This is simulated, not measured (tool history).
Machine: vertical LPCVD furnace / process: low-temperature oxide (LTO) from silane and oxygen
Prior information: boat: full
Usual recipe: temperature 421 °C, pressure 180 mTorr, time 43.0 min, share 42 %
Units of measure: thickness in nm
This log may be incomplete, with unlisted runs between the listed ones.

run,hour,temperature,pressure,time,share,"read-back reference wafer on the same gauge, thickness",thickness
1,0.0,421,180,43.0,42,407.59,437.50
2,106.8,426,180,43.0,42,408.26,460.47
3,248.5,426,180,43.0,42,407.96,462.46
4,302.8,426,180,43.0,42,408.35,464.21
5,385.5,421,180,43.0,42,407.66,439.37
6,461.9,421,180,43.0,42,408.36,441.37
7,545.3,421,180,43.0,42,407.98,438.13
8,605.3,421,180,43.0,42,407.90,443.09
9,658.9,421,200,43.0,46,407.79,534.61
10,702.9,412,180,43.0,37,407.84,344.31
11,797.1,421,180,43.0,42,407.94,438.46
12,1054.0,421,150,37.5,49,408.03,371.31
13,1109.0,409,180,37.5,49,408.08,394.29
14,1154.0,421,180,43.0,42,407.80,439.08
15,1250.4,411,180,28.5,35,407.53,211.14
16,1339.9,421,220,31.5,42,408.26,395.13
17,1391.8,421,200,43.0,46,408.15,536.25
18,1428.7,421,180,43.0,42,407.85,441.74
19,1474.9,421,180,32.5,42,407.75,333.67

Removed from this log: 4 entries logged between the listed runs. Between which two listed runs does each belong, and how does the tool's hidden state at the listed run before it compare with that at the listed run after it?
Run 10 -> run 11: gauge calibrated (hour 719.3); pressure gauge zeroed (hour 796.6)
  both runs share identical hidden conditions
Run 11 -> run 12: thermocouples replaced and temperature profile calibrated (hour 902.4); silane flow controller replaced (hour 994.6)
  both runs share identical hidden conditions
